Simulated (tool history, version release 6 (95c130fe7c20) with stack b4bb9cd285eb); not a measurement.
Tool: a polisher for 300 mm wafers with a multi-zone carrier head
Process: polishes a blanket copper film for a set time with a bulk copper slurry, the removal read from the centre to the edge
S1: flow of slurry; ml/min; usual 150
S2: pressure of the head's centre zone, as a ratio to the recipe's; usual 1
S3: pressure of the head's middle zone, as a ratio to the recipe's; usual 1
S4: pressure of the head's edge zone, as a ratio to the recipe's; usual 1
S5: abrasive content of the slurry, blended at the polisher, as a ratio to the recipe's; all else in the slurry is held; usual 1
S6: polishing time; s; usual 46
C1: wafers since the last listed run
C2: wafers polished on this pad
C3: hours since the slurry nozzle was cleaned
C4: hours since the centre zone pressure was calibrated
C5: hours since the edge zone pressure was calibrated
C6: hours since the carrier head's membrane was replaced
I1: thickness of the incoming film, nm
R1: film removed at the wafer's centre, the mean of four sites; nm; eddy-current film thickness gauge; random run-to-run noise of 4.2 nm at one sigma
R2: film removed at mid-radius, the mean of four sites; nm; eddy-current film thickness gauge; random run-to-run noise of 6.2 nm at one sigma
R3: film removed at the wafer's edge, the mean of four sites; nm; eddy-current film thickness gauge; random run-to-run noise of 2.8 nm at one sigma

| run | hour | S1 | S2 | S3 | S4 | S5 | S6 | C1 | C2 | C3 | C4 | C5 | C6 | I1 | R1 | R2 | R3 |
|---|---|---|---|---|---|---|---|---|---|---|---|---|---|---|---|---|---|
| 1 | 0 | 150 | 1 | 0.97 | 1 | 1 | 46 | 0 | 618 | 334.4 | 748.5 | 217.1 | 1012.1 | 3061.7 | 405 | 388.8 | 429.5 |
| 2 | 33.9 | 150 | 1 | 0.97 | 1 | 1 | 46 | 299 | 918 | 368.3 | 782.4 | 251 | 1046 | 3023.6 | 399.6 | 386.1 | 411.8 |
| 3 | 40.6 | 150 | 1 | 0.97 | 1 | 1 | 46 | 59 | 977 | 375 | 789.1 | 257.7 | 1052.7 | 2998.6 | 401.9 | 395.9 | 420.1 |
| 4 | 58.3 | 150 | 1 | 1.08 | 1 | 1 | 46 | 156 | 1134 | 392.7 | 806.8 | 275.4 | 1070.4 | 3079.2 | 400.4 | 423.7 | 412.4 |
| 5 | 64.9 | 135 | 1 | 1 | 1 | 1 | 46 | 58 | 1192 | 399.3 | 813.4 | 282 | 1077 | 3025.1 | 388.5 | 393.5 | 407.4 |
|  | 71.7 | worn pad replaced by a new one |
| 6 | 77.5 | 135 | 1 | 1 | 1 | 1 | 46 | 76 | 51 | 411.9 | 826 | 294.6 | 1089.6 | 3086.6 | 415.7 | 408.7 | 426.8 |
| 7 | 90 | 150 | 1 | 1 | 1 | 1 | 46 | 110 | 162 | 424.4 | 838.5 | 307.1 | 1102.1 | 3019.2 | 424 | 413.8 | 434.1 |
| 8 | 107.4 | 150 | 1 | 1 | 1 | 1 | 46 | 153 | 315 | 441.8 | 855.9 | 324.5 | 1119.5 | 3056.6 | 419.7 | 400.7 | 427.1 |
| 9 | 123.3 | 150 | 1 | 1 | 1 | 1 | 46 | 140 | 456 | 457.7 | 871.8 | 340.4 | 1135.4 | 3035 | 410.6 | 413.9 | 428.7 |
| 10 | 137.9 | 135 | 1 | 1 | 1 | 1 | 46 | 129 | 585 | 472.3 | 886.4 | 355 | 1150 | 3092.6 | 404 | 396.1 | 417.6 |
|  | 143.4 | slurry nozzle cleaned |
|  | 183.6 | edge zone pressure recalibrated |
|  | 186.3 | carrier head's membrane replaced by a new one |
|  | 186.9 | centre zone pressure recalibrated |
| 11 | 187.4 | 105 | 0.91 | 1 | 1 | 1.1 | 60 | 382 | 967 | 44 | 0.5 | 3.8 | 1.1 | 3007.2 | 453.4 | 501.6 | 524 |
| 12 | 196.3 | 150 | 1.1 | 1.11 | 1 | 1 | 46 | 78 | 1046 | 52.9 | 9.4 | 12.7 | 10 | 3019.3 | 450.1 | 431.5 | 417.1 |
| 13 | 206.8 | 150 | 1 | 1 | 1 | 1 | 46 | 92 | 1139 | 63.4 | 19.9 | 23.2 | 20.5 | 3022.8 | 400.8 | 395.2 | 413.6 |
|  | 218.3 | worn pad replaced by a new one |
| 14 | 218.8 | 150 | 1.11 | 1.08 | 1.12 | 1 | 58 | 70 | 4 | 75.4 | 31.9 | 35.2 | 32.5 | 3015.1 | 583.3 | 553.4 | 574.2 |
| 15 | 231 | 150 | 1.08 | 1.1 | 1 | 1 | 46 | 107 | 112 | 87.6 | 44.1 | 47.4 | 44.7 | 3022.5 | 459.4 | 436.1 | 431.9 |
| 16 | 243.2 | 150 | 1 | 1 | 1 | 1.2 | 46 | 107 | 219 | 99.8 | 56.3 | 59.6 | 56.9 | 3042.2 | 427.9 | 441.6 | 450.1 |
| 17 | 260.1 | 195 | 1 | 0.89 | 1 | 1 | 46 | 149 | 369 | 116.7 | 73.2 | 76.5 | 73.8 | 3020.4 | 435.8 | 390.2 | 441.3 |
| 18 | 273 | 200 | 1.05 | 0.89 | 0.92 | 1 | 46 | 114 | 483 | 129.6 | 86.1 | 89.4 | 86.7 | 3090.5 | 459.7 | 383.8 | 425.9 |
| 19 | 280.4 | 150 | 1 | 1 | 1 | 1 | 46 | 65 | 548 | 137 | 93.5 | 96.8 | 94.1 | 3069.7 | 413.6 | 409 | 422.2 |

Alternative continuations, all from the tool just after run 19; predict every row:
| A | 280.8 | 150 | 1 | 1 | 1 | 1 | 33 | 3 | 552 | 137.4 | 93.9 | 97.2 | 94.5 | 3107.2 | ? | ? | ? |
| B | 280.8 | 130 | 1.11 | 1 | 1 | 1 | 46 | 3 | 552 | 137.4 | 93.9 | 97.2 | 94.5 | 3107.2 | ? | ? | ? |
| C | 280.8 | 110 | 1 | 1 | 1 | 1.1 | 46 | 3 | 552 | 137.4 | 93.9 | 97.2 | 94.5 | 3107.2 | ? | ? | ? |
| D | 280.8 | 130 | 1 | 1 | 1 | 1 | 46 | 3 | 552 | 137.4 | 93.9 | 97.2 | 94.5 | 3107.2 | ? | ? | ? |
| E | 280.8 | 150 | 0.89 | 1 | 1 | 1 | 46 | 3 | 552 | 137.4 | 93.9 | 97.2 | 94.5 | 3107.2 | ? | ? | ? |

| run | R1 | R2 | R3 |
|---|---|---|---|
| A | 299.1 | 299.8 | 303.2 |
| B | 449.1 | 406.4 | 414.5 |
| C | 398.1 | 402.6 | 414.8 |
| D | 404.3 | 406.7 | 414.5 |
| E | 370.7 | 418.1 | 422.7 |
What these runs would have given with no unlogged condition in the tool:
| run | R1 | R2 | R3 |
|---|---|---|---|
| A | 306 | 306.7 | 310.2 |
| B | 459.4 | 415.7 | 424 |
| C | 407.2 | 411.8 | 424.3 |
| D | 413.5 | 416 | 424 |
| E | 379.2 | 427.7 | 432.3 |
